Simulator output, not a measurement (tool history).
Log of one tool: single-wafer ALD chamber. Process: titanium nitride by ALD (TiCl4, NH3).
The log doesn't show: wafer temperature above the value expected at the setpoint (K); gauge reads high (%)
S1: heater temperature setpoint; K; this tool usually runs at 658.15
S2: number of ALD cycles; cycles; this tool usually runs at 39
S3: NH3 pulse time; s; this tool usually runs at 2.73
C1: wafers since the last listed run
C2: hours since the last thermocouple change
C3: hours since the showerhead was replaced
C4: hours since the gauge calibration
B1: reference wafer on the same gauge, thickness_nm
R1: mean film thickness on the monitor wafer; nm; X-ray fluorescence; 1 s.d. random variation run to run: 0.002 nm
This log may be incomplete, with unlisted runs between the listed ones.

run	hour	S1	S2	S3	C1	C2	C3	C4	B1	R1
1	0	658.15	39	2.73	0	2039.3	5064.2	1348.9	0.746	0.787
2	86.6	658.15	39	2.73	354	2125.9	5150.8	1435.5	0.745	0.783
3	129.3	658.15	39	2.73	174	2168.6	5193.5	1478.2	0.745	0.78
4	215.7	658.15	39	2.73	353	2255	5279.9	1564.6	0.745	0.785
5	445.1	658.15	39	2.73	938	2484.4	5509.3	1794	0.743	0.782
6	544.2	658.15	39	2.73	405	2583.5	5608.4	1893.1	0.743	0.783
7	632.5	658.15	39	2.73	361	2671.8	5696.7	1981.4	0.743	0.783
8	717.1	658.15	39	2.73	346	2756.4	5781.3	2066	0.742	0.781
# hour 744: thermocouple changed; heater temperature recalibrated
9	818.3	658.15	39	2.73	381	74.3	5882.5	2167.2	0.741	0.783
10	893.1	658.15	39	2.73	306	149.1	5957.3	2242	0.742	0.781
11	931.7	658.15	34	2.73	157	187.7	5995.9	2280.6	0.741	0.681
12	975.8	658.15	42	2.73	180	231.8	6040	2324.7	0.74	0.842
# hour 986.9: showerhead replaced
13	1059.7	658.15	42	2.73	310	315.7	72.8	2408.6	0.74	0.84
14	1109.1	647.15	37	2.73	202	365.1	122.2	2458	0.74	0.733
# hour 1141.8: gauge calibrated
15	1171.9	658.15	42	2.14	256	427.9	185	30.1	0.749	0.838
16	1273.1	658.15	33	3.64	414	529.1	286.2	131.3	0.749	0.672
17	1340.7	658.15	39	2.73	276	596.7	353.8	198.9	0.748	0.785
18	1405.6	658.15	33	3.64	265	661.6	418.7	263.8	0.749	0.67
19	1501.1	658.15	39	1.73	390	757.1	514.2	359.3	0.749	0.771
20	1582.9	658.15	45	2.73	334	838.9	596	441.1	0.749	0.91
21	1626.8	658.15	39	3.71	179	882.8	639.9	485	0.748	0.798
22	1674.2	658.15	39	2.73	193	930.2	687.3	532.4	0.748	0.789
23	1761.5	658.15	39	1.73	357	1017.5	774.6	619.7	0.749	0.77
24	1846.4	670.15	39	3.76	347	1102.4	859.5	704.6	0.748	0.804
25	1911.3	669.15	39	2.73	265	1167.3	924.4	769.5	0.748	0.792
26	2005.1	644.15	39	2.44	383	1261.1	1018.2	863.3	0.748	0.769
27	2079.5	658.15	39	2.73	304	1335.5	1092.6	937.7	0.748	0.786
28	2119.7	645.15	39	2.73	164	1375.7	1132.8	977.9	0.748	0.776
29	2161.2	671.15	46	1.89	169	1417.2	1174.3	1019.4	0.748	0.921

Alternative continuations, all from the tool just after run 29; predict every row:
A	2161.7	658.15	39	3.26	2	1417.7	1174.8	1019.9	?	?
B	2161.7	668.15	44	2.73	2	1417.7	1174.8	1019.9	?	?
C	2161.7	647.15	34	2.73	2	1417.7	1174.8	1019.9	?	?

run	B1	R1
A	0.747	0.794
B	0.747	0.896
C	0.747	0.68
Take away the tool's hidden state, keep each run's random variation, and the runs would have read:
run	R1
A	0.795
B	0.898
C	0.681
